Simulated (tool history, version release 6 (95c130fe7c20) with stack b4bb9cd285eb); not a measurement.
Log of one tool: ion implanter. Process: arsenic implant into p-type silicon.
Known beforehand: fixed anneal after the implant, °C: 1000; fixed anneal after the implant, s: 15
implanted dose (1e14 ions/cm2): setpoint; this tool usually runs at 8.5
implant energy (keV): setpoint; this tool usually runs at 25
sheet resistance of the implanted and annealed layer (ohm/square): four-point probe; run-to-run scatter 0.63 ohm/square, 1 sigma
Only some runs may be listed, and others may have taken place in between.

run	day	implanted dose (1e14 ions/cm2)	implant energy (keV)	read-back reference wafer on the same gauge, sheet resistance	sheet resistance of the implanted and annealed layer (ohm/square)
1	0	8.5	18.5	124.78	145.63
2	2.696	8.5	18.5	125.09	144.83
3	5.462	8.5	25	125.13	134.08
4	7.121	6.73	22	124.97	160.17
5	8.425	6.73	22	125.04	160.64
6	9.542	8.5	25	124.93	134.68
7	11.312	8.5	25	125.2	134.68
8	12.471	8.5	25	125.08	133.76
# day 13.917: gauge calibrated
9	14.042	8.5	25	125.21	134.33

Expected results for the next run?
10	15.942	5.97	31.5	?	?

{"run 10": {"read-back reference wafer on the same gauge, sheet resistance": 125.09, "sheet resistance of the implanted and annealed layer (ohm/square)": 164.34}}
Take away the tool's hidden state, keep the run-to-run variation as it was, and the same run would have given sheet resistance of the implanted and annealed layer (ohm/square) 164.34.
